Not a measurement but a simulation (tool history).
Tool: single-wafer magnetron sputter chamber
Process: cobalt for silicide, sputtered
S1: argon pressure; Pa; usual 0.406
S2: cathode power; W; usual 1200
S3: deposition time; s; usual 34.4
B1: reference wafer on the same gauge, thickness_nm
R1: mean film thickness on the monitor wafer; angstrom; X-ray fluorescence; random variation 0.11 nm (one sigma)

{"run": 1, "day": 0.0, "S1": 0.406, "S2": 1050, "S3": 34.4, "B1": 18.103, "R1": 181.4}
{"run": 2, "day": 0.633, "S1": 0.406, "S2": 1050, "S3": 34.4, "B1": 18.097, "R1": 178.75}
{"run": 3, "day": 1.004, "S1": 0.406, "S2": 1050, "S3": 34.4, "B1": 18.091, "R1": 180.46}
{"run": 4, "day": 1.458, "S1": 0.371, "S2": 1400, "S3": 34.4, "B1": 18.068, "R1": 225.32}
{"run": 5, "day": 1.821, "S1": 0.371, "S2": 1400, "S3": 34.4, "B1": 18.084, "R1": 227.68}
{"run": 6, "day": 2.288, "S1": 0.371, "S2": 1400, "S3": 34.4, "B1": 18.127, "R1": 225.34}
{"run": 7, "day": 2.792, "S1": 0.446, "S2": 1350, "S3": 34.4, "B1": 18.099, "R1": 215.2}
{"run": 8, "day": 3.242, "S1": 0.446, "S2": 1350, "S3": 34.4, "B1": 18.092, "R1": 212.08}
{"run": 9, "day": 3.792, "S1": 0.406, "S2": 1200, "S3": 34.4, "B1": 18.165, "R1": 197.69}
{"run": 10, "day": 4.454, "S1": 0.406, "S2": 1200, "S3": 34.4, "B1": 18.108, "R1": 197.94}
{"run": 11, "day": 5.175, "S1": 0.406, "S2": 1200, "S3": 34.4, "B1": 18.088, "R1": 197.77}
{"run": 12, "day": 6.012, "S1": 0.474, "S2": 1200, "S3": 34.4, "B1": 18.095, "R1": 193.23}
{"run": 13, "day": 6.404, "S1": 0.446, "S2": 1350, "S3": 34.4, "B1": 18.089, "R1": 210.58}
{"run": 14, "day": 7.029, "S1": 0.406, "S2": 1300, "S3": 41, "B1": 18.084, "R1": 251.23}
{"day": 7.804, "done": "magnet pack replaced"}
{"run": 15, "day": 7.825, "S1": 0.558, "S2": 950, "S3": 27.6, "B1": 18.11, "R1": 126.52}
{"day": 8.567, "done": "sputter target and shields replaced"}
{"run": 16, "day": 8.588, "S1": 0.265, "S2": 1200, "S3": 40.1, "B1": 18.053, "R1": 233.29}
{"day": 8.658, "done": "gauge calibrated"}
{"run": 17, "day": 9.012, "S1": 0.406, "S2": 1200, "S3": 31.2, "B1": 18.114, "R1": 172.26}

Forecast run 18:
{"day": 9.75, "done": "capacitance manometer re-zeroed and calibrated"}
{"run": 18, "day": 9.771, "S1": 0.406, "S2": 1300, "S3": 41, "B1": "?", "R1": "?"}

{"run 18": {"B1": 18.109, "R1": 236.44}}
Without the tool's hidden state the same run would have given R1 264.35 angstrom.
